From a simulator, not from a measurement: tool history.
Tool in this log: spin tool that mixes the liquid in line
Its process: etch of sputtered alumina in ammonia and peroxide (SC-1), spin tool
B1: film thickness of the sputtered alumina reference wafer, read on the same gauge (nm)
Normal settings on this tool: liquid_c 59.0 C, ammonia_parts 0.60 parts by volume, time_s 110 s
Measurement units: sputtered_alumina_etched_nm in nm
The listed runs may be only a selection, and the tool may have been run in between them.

run 1 hour=0.0 | liquid_c=57.0 ammonia_parts=0.60 time_s=65 | B1=73.17 | sputtered_alumina_etched_nm=7.80
-- hour=44.8 new drum of ammonia solution connected
run 2 hour=61.3 | liquid_c=57.0 ammonia_parts=0.60 time_s=65 | B1=73.18 | sputtered_alumina_etched_nm=7.80
-- hour=106.8 thermometer replaced
run 3 hour=125.0 | liquid_c=66.0 ammonia_parts=0.75 time_s=55 | B1=73.24 | sputtered_alumina_etched_nm=10.59
run 4 hour=194.0 | liquid_c=49.5 ammonia_parts=0.60 time_s=110 | B1=73.28 | sputtered_alumina_etched_nm=8.74
run 5 hour=264.5 | liquid_c=51.5 ammonia_parts=0.60 time_s=75 | B1=73.34 | sputtered_alumina_etched_nm=6.66
run 6 hour=320.5 | liquid_c=59.0 ammonia_parts=0.60 time_s=110 | B1=73.37 | sputtered_alumina_etched_nm=14.45
run 7 hour=346.3 | liquid_c=59.0 ammonia_parts=0.60 time_s=65 | B1=73.35 | sputtered_alumina_etched_nm=8.69
-- hour=346.4 gauge calibrated
run 8 hour=400.5 | liquid_c=59.0 ammonia_parts=0.60 time_s=110 | B1=71.43 | sputtered_alumina_etched_nm=14.27
run 9 hour=458.7 | liquid_c=59.0 ammonia_parts=0.80 time_s=145 | B1=71.85 | sputtered_alumina_etched_nm=19.63
run 10 hour=484.0 | liquid_c=59.0 ammonia_parts=0.60 time_s=110 | B1=72.03 | sputtered_alumina_etched_nm=14.26
-- hour=511.7 heated supply line repaired
-- hour=531.9 new drum of ammonia solution connected
run 11 hour=540.9 | liquid_c=62.0 ammonia_parts=0.50 time_s=90 | B1=72.37 | sputtered_alumina_etched_nm=13.45
run 12 hour=590.1 | liquid_c=67.0 ammonia_parts=0.60 time_s=140 | B1=72.64 | sputtered_alumina_etched_nm=27.41
run 13 hour=638.4 | liquid_c=59.0 ammonia_parts=0.60 time_s=110 | B1=72.89 | sputtered_alumina_etched_nm=14.60
-- hour=660.9 ammonia flow meter replaced
run 14 hour=680.6 | liquid_c=59.0 ammonia_parts=0.60 time_s=110 | B1=73.07 | sputtered_alumina_etched_nm=14.62
run 15 hour=745.0 | liquid_c=62.0 ammonia_parts=0.35 time_s=70 | B1=73.33 | sputtered_alumina_etched_nm=10.13
run 16 hour=783.3 | liquid_c=59.0 ammonia_parts=0.60 time_s=110 | B1=73.45 | sputtered_alumina_etched_nm=14.92
run 17 hour=833.1 | liquid_c=67.5 ammonia_parts=0.60 time_s=110 | B1=73.65 | sputtered_alumina_etched_nm=22.69
run 18 hour=876.0 | liquid_c=59.0 ammonia_parts=0.60 time_s=110 | B1=73.74 | sputtered_alumina_etched_nm=14.92
run 19 hour=934.9 | liquid_c=68.5 ammonia_parts=0.45 time_s=110 | B1=73.90 | sputtered_alumina_etched_nm=22.92
-- hour=960.0 new drum of ammonia solution connected
run 20 hour=997.9 | liquid_c=51.5 ammonia_parts=0.35 time_s=160 | B1=74.05 | sputtered_alumina_etched_nm=13.60
run 21 hour=1030.4 | liquid_c=64.0 ammonia_parts=0.75 time_s=110 | B1=74.10 | sputtered_alumina_etched_nm=19.58
run 22 hour=1087.3 | liquid_c=63.5 ammonia_parts=0.30 time_s=155 | B1=74.23 | sputtered_alumina_etched_nm=24.53
run 23 hour=1139.0 | liquid_c=59.0 ammonia_parts=0.60 time_s=110 | B1=74.30 | sputtered_alumina_etched_nm=14.68
run 24 hour=1164.7 | liquid_c=59.0 ammonia_parts=0.40 time_s=75 | B1=74.35 | sputtered_alumina_etched_nm=9.96
run 25 hour=1217.3 | liquid_c=52.5 ammonia_parts=0.75 time_s=70 | B1=74.43 | sputtered_alumina_etched_nm=6.84

Run-by-run hidden state of the tool:
liquid hotter than its thermometer reads (K): 0 in every run
ammonia flow above the setpoint (%): 0 in every run
temperature lost on the way to the wafer (K): 0 in every run
ammonia solution weaker than its label (%): 0 in every run
H1: gauge reads high (%)
run=1 H1=4.49
run=2 H1=4.57
run=3 H1=4.64
run=4 H1=4.7
run=5 H1=4.75
run=6 H1=4.79
run=7 H1=4.81
run=8 H1=2.04
run=9 H1=2.66
run=10 H1=2.9
run=11 H1=3.4
run=12 H1=3.78
run=13 H1=4.12
run=14 H1=4.39
run=15 H1=4.75
run=16 H1=4.95
run=17 H1=5.17
run=18 H1=5.35
run=19 H1=5.57
run=20 H1=5.77
run=21 H1=5.87
run=22 H1=6.02
run=23 H1=6.14
run=24 H1=6.19
run=25 H1=6.3
